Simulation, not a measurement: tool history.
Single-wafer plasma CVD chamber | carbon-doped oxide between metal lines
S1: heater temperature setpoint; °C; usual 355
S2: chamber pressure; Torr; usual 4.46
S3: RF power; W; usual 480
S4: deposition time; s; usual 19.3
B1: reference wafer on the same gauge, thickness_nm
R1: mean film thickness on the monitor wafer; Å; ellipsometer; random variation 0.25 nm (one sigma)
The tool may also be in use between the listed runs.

run	hour	S1	S2	S3	S4	B1	R1
1	0	355	4.46	480	19.3	89.737	968.14
2	62.6	355	4.46	480	19.3	89.88	969.26
3	122	355	4.93	480	22.3	89.764	1126.46
4	184.2	355	4.93	480	22.3	89.796	1129.73
5	311.1	355	4.46	480	19.3	89.856	973.88
6	351.9	355	4.46	480	19.3	89.775	970.99
7	397	355	4.46	480	19.3	89.77	969.38
# hour 548.8: RF generator calibrated
# hour 640.4: thermocouple changed; heater temperature recalibrated
8	640.9	355	4.46	480	19.3	89.784	970.33
9	904	355	4.46	480	19.3	89.735	965.01
# hour 1025: showerhead replaced
10	1153.4	355	4.46	480	17	89.786	851.6
11	1255.6	355	4.46	480	17	89.817	848.67
12	1331.6	365	4.46	520	19.3	89.873	1006.89

Forecast run 13:
13	1380.4	355	4.46	480	19.3	?	?

B1: 89.807
R1: 966.49 Å
Without the tool's hidden state the same run would have given R1 976.88 Å.
